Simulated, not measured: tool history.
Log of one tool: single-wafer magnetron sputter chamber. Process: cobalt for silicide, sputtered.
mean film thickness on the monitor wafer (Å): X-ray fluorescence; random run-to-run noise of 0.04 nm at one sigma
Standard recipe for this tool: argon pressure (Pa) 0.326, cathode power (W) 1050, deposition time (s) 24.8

run,hour,argon pressure (Pa),cathode power (W),deposition time (s),"read-back reference wafer on the same gauge, thickness_nm",mean film thickness on the monitor wafer (Å)
1,0,0.326,1050,24.8,11.265,135.88
2,63.7,0.326,1050,24.8,11.285,136.64
3,110.3,0.428,1050,28.2,11.307,150.39
4,167.7,0.428,1050,28.2,11.331,150.46
# hour 183.1: gauge calibrated
# hour 184.6: sputter target and shields replaced
5,210.5,0.428,1050,28.2,11.169,148.84
6,279.3,0.275,1050,22.7,11.189,124.83
7,339.6,0.275,1050,22.7,11.187,125.55
# hour 362.8: capacitance manometer re-zeroed and calibrated
8,379.6,0.275,1050,22.7,11.198,125.53
9,431.6,0.326,1050,24.8,11.195,135.29
# hour 450.4: sputter target and shields replaced
10,503.5,0.326,1250,21.7,11.236,141.4
# hour 564.3: magnet pack replaced
11,564.8,0.412,800,22.1,11.243,89.79
# hour 659.1: gauge calibrated
12,680.4,0.197,1050,24.8,11.211,140.56
# hour 697.7: sputter target and shields replaced
13,712.7,0.326,900,24.8,11.208,116.41
14,776.1,0.384,1050,24.8,11.224,132.72
15,844.2,0.326,1050,24.8,11.229,135.5
16,898.7,0.326,1050,24.8,11.244,134.95
# hour 922.5: sputter target and shields replaced
17,960.4,0.326,1050,26.9,11.254,147.38

What if the next run were any one of these 4? Each begins from the tool's condition after run 17:
A,960.8,0.326,1300,24.8,?,?
B,960.8,0.279,1050,24.8,?,?
C,960.8,0.271,1050,24.8,?,?
D,960.8,0.263,950,21.1,?,?

run,"read-back reference wafer on the same gauge, thickness_nm",mean film thickness on the monitor wafer (Å)
A,11.249,168.03
B,11.249,137.57
C,11.249,137.89
D,11.249,106.39
With the hidden condition removed and each run's random variation left untouched, the same runs would have given:
run,mean film thickness on the monitor wafer (Å)
A,167.23
B,136.92
C,137.24
D,105.89

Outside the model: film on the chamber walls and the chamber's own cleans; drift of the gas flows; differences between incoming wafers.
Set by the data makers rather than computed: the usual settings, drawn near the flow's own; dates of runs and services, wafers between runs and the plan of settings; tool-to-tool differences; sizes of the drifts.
